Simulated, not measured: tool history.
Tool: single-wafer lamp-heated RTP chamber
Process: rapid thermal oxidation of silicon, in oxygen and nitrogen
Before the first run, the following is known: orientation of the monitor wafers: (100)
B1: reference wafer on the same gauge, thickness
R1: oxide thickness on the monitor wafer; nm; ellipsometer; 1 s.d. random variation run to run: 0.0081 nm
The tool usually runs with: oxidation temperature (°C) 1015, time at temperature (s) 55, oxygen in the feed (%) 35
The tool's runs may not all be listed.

Run 1, hour 0: usual settings but oxygen in the feed (%) 45; B1 4.811. Result: R1 4.946 nm.
Run 2, hour 35.1: usual settings; B1 4.812. Result: R1 4.563 nm.
Run 3, hour 333.2: usual settings; B1 4.81. Result: R1 4.612 nm.
Run 4, hour 399.3: usual settings; B1 4.81. Result: R1 4.609 nm.
Run 5, hour 505.6: usual settings but oxygen in the feed (%) 19; B1 4.814. Result: R1 3.834 nm.
Run 6, hour 599.3: usual settings but oxygen in the feed (%) 19; B1 4.811. Result: R1 3.853 nm.
Run 7, hour 679.2: usual settings but oxidation temperature (°C) 1028; B1 4.811. Result: R1 5.093 nm.
Run 8, hour 746.6: usual settings but oxidation temperature (°C) 1028; B1 4.806. Result: R1 5.108 nm.
At hour 808.6: pyrometer window cleaned and pyrometer calibrated.
Run 9, hour 823.8: usual settings; B1 4.811. Result: R1 4.589 nm.
Run 10, hour 896.7: usual settings; B1 4.809. Result: R1 4.585 nm.
Run 11, hour 992.7: usual settings; B1 4.814. Result: R1 4.595 nm.
At hour 998.4: gauge calibrated.
Run 12, hour 1066.2: usual settings; B1 4.811. Result: R1 4.595 nm.
Run 13, hour 1150.1: usual settings but oxidation temperature (°C) 1021; B1 4.808. Result: R1 4.799 nm.
Run 14, hour 1194.8: usual settings; B1 4.808. Result: R1 4.629 nm.
Run 15, hour 1248.7: usual settings but oxygen in the feed (%) 23; B1 4.812. Result: R1 4.072 nm.
At hour 1509.8: oxygen flow controller replaced.
Run 16, hour 1570.5: usual settings but time at temperature (s) 38; B1 4.811. Result: R1 3.963 nm.
At hour 1647: pyrometer window cleaned and pyrometer calibrated.
Run 17, hour 1660.2: usual settings but oxidation temperature (°C) 1006, time at temperature (s) 37; B1 4.813. Result: R1 3.651 nm.
Run 18, hour 1761.2: usual settings but oxidation temperature (°C) 1044, time at temperature (s) 62; B1 4.811. Result: R1 5.763 nm.
Run 19, hour 1822.6: usual settings; B1 4.811. Result: R1 4.514 nm.
Run 20, hour 1868.5: usual settings; B1 4.812. Result: R1 4.525 nm.
Run 21, hour 1932.1: usual settings but oxidation temperature (°C) 1030, time at temperature (s) 43, oxygen in the feed (%) 17; B1 4.811. Result: R1 3.631 nm.
Run 22, hour 2002.2: usual settings but time at temperature (s) 43, oxygen in the feed (%) 17; B1 4.808. Result: R1 3.356 nm.
Run 23, hour 2196.7: usual settings but oxidation temperature (°C) 999, time at temperature (s) 28; B1 4.809. Result: R1 3.225 nm.
Run 24, hour 2273.9: usual settings but oxygen in the feed (%) 23; B1 4.812. Result: R1 4.017 nm.
At hour 2305.5: pyrometer window cleaned and pyrometer calibrated.
Run 25, hour 2325.7: usual settings; B1 4.81. Result: R1 4.498 nm.
Run 26, hour 2449.5: usual settings; B1 4.81. Result: R1 4.509 nm.
Run 27, hour 2502.1: usual settings but time at temperature (s) 39, oxygen in the feed (%) 19; B1 4.809. Result: R1 3.315 nm.
Run 28, hour 2547.5: usual settings but oxidation temperature (°C) 1024, time at temperature (s) 77, oxygen in the feed (%) 17; B1 4.81. Result: R1 4.377 nm.
Run 29, hour 2633.9: usual settings but oxidation temperature (°C) 1037, oxygen in the feed (%) 17; B1 4.81. Result: R1 4.143 nm.
Run 30, hour 2672: usual settings; B1 4.812. Result: R1 4.519 nm.
Run 31, hour 2743.6: usual settings but oxidation temperature (°C) 1043, time at temperature (s) 30, oxygen in the feed (%) 17; B1 4.812. Result: R1 3.444 nm.
Run 32, hour 2924.1: usual settings but oxidation temperature (°C) 1035, time at temperature (s) 44, oxygen in the feed (%) 55; B1 4.808. Result: R1 5.551 nm.
Run 33, hour 3026.4: usual settings; B1 4.813. Result: R1 4.605 nm.
Run 34, hour 3065.6: usual settings; B1 4.81. Result: R1 4.589 nm.
Run 35, hour 3114.1: usual settings but oxidation temperature (°C) 1038, time at temperature (s) 33, oxygen in the feed (%) 56; B1 4.809. Result: R1 5.103 nm.
At hour 3150.6: pyrometer window cleaned and pyrometer calibrated.
Run 36, hour 3208.2: usual settings but oxidation temperature (°C) 1027, time at temperature (s) 63, oxygen in the feed (%) 27; B1 4.808. Result: R1 4.755 nm.
Run 37, hour 3278: usual settings; B1 4.808. Result: R1 4.521 nm.

A few steps of R1 between consecutive runs. Split each: what settings, incoming material and random variation would produce without the hidden state, and what is left over for the hidden state, along with gauge scatter present in only one of the two compared results (measured, and without hidden state):
Hidden state present: true wafer temperature minus pyrometer reading, K; deviation of the oxygen flow from its setpoint, %; gauge reads high (%).
Run 8 -> 9: oxidation temperature (°C) 1028 -> 1015, pyrometer window cleaned and pyrometer calibrated. R1 -0.519 nm: hidden state -0.115, all else -0.404.
Run 16 -> 17: oxidation temperature (°C) 1015 -> 1006, time at temperature (s) 38 -> 37, pyrometer window cleaned and pyrometer calibrated. R1 -0.312 nm: hidden state -0.075, all else -0.237.
Run 17 -> 18: oxidation temperature (°C) 1006 -> 1044, time at temperature (s) 37 -> 62. R1 +2.112 nm: hidden state +0.009, all else +2.103.
Run 18 -> 19: oxidation temperature (°C) 1044 -> 1015, time at temperature (s) 62 -> 55. R1 -1.249 nm: hidden state -0.001, all else -1.248.
Run 31 -> 32: oxidation temperature (°C) 1043 -> 1035, time at temperature (s) 30 -> 44, oxygen in the feed (%) 17 -> 55. R1 +2.107 nm: hidden state +0.063, all else +2.044.
Run 35 -> 36: oxidation temperature (°C) 1038 -> 1027, time at temperature (s) 33 -> 63, oxygen in the feed (%) 56 -> 27, pyrometer window cleaned and pyrometer calibrated. R1 -0.348 nm: hidden state -0.12, all else -0.228.
